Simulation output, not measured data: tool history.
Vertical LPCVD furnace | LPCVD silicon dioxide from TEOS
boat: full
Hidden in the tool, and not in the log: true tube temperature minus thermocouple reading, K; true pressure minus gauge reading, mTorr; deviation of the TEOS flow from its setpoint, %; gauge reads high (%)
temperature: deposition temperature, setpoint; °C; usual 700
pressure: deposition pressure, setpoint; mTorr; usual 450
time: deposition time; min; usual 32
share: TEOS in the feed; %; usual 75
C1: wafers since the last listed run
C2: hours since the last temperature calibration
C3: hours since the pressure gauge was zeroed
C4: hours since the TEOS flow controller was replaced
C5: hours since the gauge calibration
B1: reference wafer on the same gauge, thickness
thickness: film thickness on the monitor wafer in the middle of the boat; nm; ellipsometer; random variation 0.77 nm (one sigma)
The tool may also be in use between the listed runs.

{"run": 1, "day": 0.0, "temperature": 707, "pressure": 390, "time": 32, "share": 75, "C1": 0, "C2": 155.4, "C3": 3622.4, "C4": 4969.7, "C5": 332.9, "B1": 265.85, "thickness": 306.66}
{"run": 2, "day": 1.712, "temperature": 700, "pressure": 450, "time": 32, "share": 75, "C1": 522, "C2": 196.5, "C3": 3663.5, "C4": 5010.8, "C5": 374, "B1": 266.19, "thickness": 279.67}
{"run": 3, "day": 4.696, "temperature": 700, "pressure": 450, "time": 32, "share": 75, "C1": 911, "C2": 268.1, "C3": 3735.1, "C4": 5082.4, "C5": 445.6, "B1": 266.03, "thickness": 278.42}
{"run": 4, "day": 6.15, "temperature": 700, "pressure": 450, "time": 32, "share": 84, "C1": 444, "C2": 303, "C3": 3770, "C4": 5117.3, "C5": 480.5, "B1": 266.01, "thickness": 296.74}
{"run": 5, "day": 8.117, "temperature": 700, "pressure": 450, "time": 32, "share": 84, "C1": 600, "C2": 350.2, "C3": 3817.2, "C4": 5164.5, "C5": 527.7, "B1": 265.92, "thickness": 296}
{"run": 6, "day": 10.504, "temperature": 700, "pressure": 450, "time": 32, "share": 84, "C1": 729, "C2": 407.5, "C3": 3874.5, "C4": 5221.8, "C5": 585, "B1": 265.83, "thickness": 296.53}
{"run": 7, "day": 11.671, "temperature": 708, "pressure": 450, "time": 32, "share": 75, "C1": 356, "C2": 435.5, "C3": 3902.5, "C4": 5249.8, "C5": 613, "B1": 266.13, "thickness": 337.43}
{"run": 8, "day": 13.092, "temperature": 708, "pressure": 450, "time": 32, "share": 75, "C1": 433, "C2": 469.6, "C3": 3936.6, "C4": 5283.9, "C5": 647.1, "B1": 266.17, "thickness": 335.87}
{"run": 9, "day": 14.754, "temperature": 700, "pressure": 485, "time": 37.5, "share": 75, "C1": 507, "C2": 509.5, "C3": 3976.5, "C4": 5323.8, "C5": 687, "B1": 265.84, "thickness": 340.85}
{"run": 10, "day": 17.312, "temperature": 700, "pressure": 450, "time": 32, "share": 75, "C1": 781, "C2": 570.9, "C3": 4037.9, "C4": 5385.2, "C5": 748.4, "B1": 265.95, "thickness": 280.85}
{"run": 11, "day": 19.917, "temperature": 695, "pressure": 450, "time": 32, "share": 75, "C1": 795, "C2": 633.4, "C3": 4100.4, "C4": 5447.7, "C5": 810.9, "B1": 266.22, "thickness": 251.3}
{"run": 12, "day": 21.046, "temperature": 700, "pressure": 490, "time": 32, "share": 75, "C1": 344, "C2": 660.5, "C3": 4127.5, "C4": 5474.8, "C5": 838, "B1": 265.91, "thickness": 292.95}
{"run": 13, "day": 23.688, "temperature": 700, "pressure": 450, "time": 32, "share": 84, "C1": 806, "C2": 723.9, "C3": 4190.9, "C4": 5538.2, "C5": 901.4, "B1": 266.06, "thickness": 297.71}
{"run": 14, "day": 25.558, "temperature": 705, "pressure": 450, "time": 32, "share": 75, "C1": 571, "C2": 768.8, "C3": 4235.8, "C4": 5583.1, "C5": 946.3, "B1": 265.93, "thickness": 316.96}
{"run": 15, "day": 27.404, "temperature": 700, "pressure": 450, "time": 25, "share": 60, "C1": 563, "C2": 813.1, "C3": 4280.1, "C4": 5627.4, "C5": 990.6, "B1": 266.02, "thickness": 196.25}
{"day": 28.975, "done": "TEOS flow controller replaced"}
{"day": 31.092, "done": "pressure gauge zeroed"}
{"run": 16, "day": 31.112, "temperature": 700, "pressure": 450, "time": 32, "share": 75, "C1": 521, "C2": 902.1, "C3": 0.5, "C4": 51.3, "C5": 1079.6, "B1": 265.84, "thickness": 275.16}
{"run": 17, "day": 32.35, "temperature": 700, "pressure": 450, "time": 32, "share": 75, "C1": 377, "C2": 931.8, "C3": 30.2, "C4": 81, "C5": 1109.3, "B1": 266, "thickness": 275.84}
{"run": 18, "day": 34.5, "temperature": 700, "pressure": 450, "time": 32, "share": 75, "C1": 656, "C2": 983.4, "C3": 81.8, "C4": 132.6, "C5": 1160.9, "B1": 266.06, "thickness": 276.56}
{"run": 19, "day": 36.65, "temperature": 700, "pressure": 450, "time": 32, "share": 75, "C1": 656, "C2": 1035, "C3": 133.4, "C4": 184.2, "C5": 1212.5, "B1": 265.71, "thickness": 278.7}
{"day": 37.125, "done": "gauge calibrated"}
{"run": 20, "day": 37.804, "temperature": 700, "pressure": 525, "time": 43.5, "share": 81, "C1": 352, "C2": 1062.7, "C3": 161.1, "C4": 211.9, "C5": 16.3, "B1": 265.8, "thickness": 423.37}
{"run": 21, "day": 40.075, "temperature": 700, "pressure": 535, "time": 32, "share": 69, "C1": 693, "C2": 1117.2, "C3": 215.6, "C4": 266.4, "C5": 70.8, "B1": 266.08, "thickness": 291.39}
{"run": 22, "day": 42.475, "temperature": 707, "pressure": 450, "time": 37, "share": 75, "C1": 732, "C2": 1174.8, "C3": 273.2, "C4": 324, "C5": 128.4, "B1": 266.07, "thickness": 377.12}
{"run": 23, "day": 49.625, "temperature": 700, "pressure": 450, "time": 26, "share": 81, "C1": 2183, "C2": 1346.4, "C3": 444.8, "C4": 495.6, "C5": 300, "B1": 266.36, "thickness": 236.19}
{"run": 24, "day": 51.108, "temperature": 700, "pressure": 450, "time": 32, "share": 75, "C1": 452, "C2": 1382, "C3": 480.4, "C4": 531.2, "C5": 335.6, "B1": 266.03, "thickness": 280.53}
{"run": 25, "day": 53.708, "temperature": 707, "pressure": 450, "time": 32, "share": 75, "C1": 793, "C2": 1444.4, "C3": 542.8, "C4": 593.6, "C5": 398, "B1": 266.09, "thickness": 328.68}
{"run": 26, "day": 56.496, "temperature": 700, "pressure": 495, "time": 32, "share": 75, "C1": 851, "C2": 1511.3, "C3": 609.7, "C4": 660.5, "C5": 464.9, "B1": 266.1, "thickness": 293.95}
{"run": 27, "day": 59.108, "temperature": 709, "pressure": 545, "time": 32, "share": 88, "C1": 797, "C2": 1574, "C3": 672.4, "C4": 723.2, "C5": 527.6, "B1": 265.97, "thickness": 411.78}
{"run": 28, "day": 61.683, "temperature": 700, "pressure": 390, "time": 21.5, "share": 65, "C1": 786, "C2": 1635.8, "C3": 734.2, "C4": 785, "C5": 589.4, "B1": 265.93, "thickness": 163.42}
{"run": 29, "day": 62.917, "temperature": 700, "pressure": 450, "time": 32, "share": 75, "C1": 376, "C2": 1665.4, "C3": 763.8, "C4": 814.6, "C5": 619, "B1": 265.93, "thickness": 281.42}
{"run": 30, "day": 64.546, "temperature": 700, "pressure": 450, "time": 32, "share": 75, "C1": 497, "C2": 1704.5, "C3": 802.9, "C4": 853.7, "C5": 658.1, "B1": 266.1, "thickness": 284.02}

5 ways to go on from here, each from the tool as it stands after run 30. What would each give?
{"run": "A", "day": 64.758, "temperature": 700, "pressure": 450, "time": 32, "share": 64, "C1": 64, "C2": 1709.6, "C3": 808, "C4": 858.8, "C5": 663.2, "B1": "?", "thickness": "?"}
{"run": "B", "day": 64.758, "temperature": 700, "pressure": 450, "time": 22, "share": 75, "C1": 64, "C2": 1709.6, "C3": 808, "C4": 858.8, "C5": 663.2, "B1": "?", "thickness": "?"}
{"run": "C", "day": 64.758, "temperature": 693, "pressure": 450, "time": 32, "share": 84, "C1": 64, "C2": 1709.6, "C3": 808, "C4": 858.8, "C5": 663.2, "B1": "?", "thickness": "?"}
{"run": "D", "day": 64.758, "temperature": 700, "pressure": 395, "time": 40.5, "share": 79, "C1": 64, "C2": 1709.6, "C3": 808, "C4": 858.8, "C5": 663.2, "B1": "?", "thickness": "?"}
{"run": "E", "day": 64.758, "temperature": 706, "pressure": 450, "time": 32, "share": 87, "C1": 64, "C2": 1709.6, "C3": 808, "C4": 858.8, "C5": 663.2, "B1": "?", "thickness": "?"}

run=A B1=265.91 thickness=260.29
run=B B1=265.91 thickness=193.72
run=C B1=265.91 thickness=253.2
run=D B1=265.91 thickness=343.4
run=E B1=265.91 thickness=348.5
Without the tool's hidden state the same runs would have given:
run=A thickness=250.3
run=B thickness=186.29
run=C thickness=243.38
run=D thickness=329.75
run=E thickness=335.25
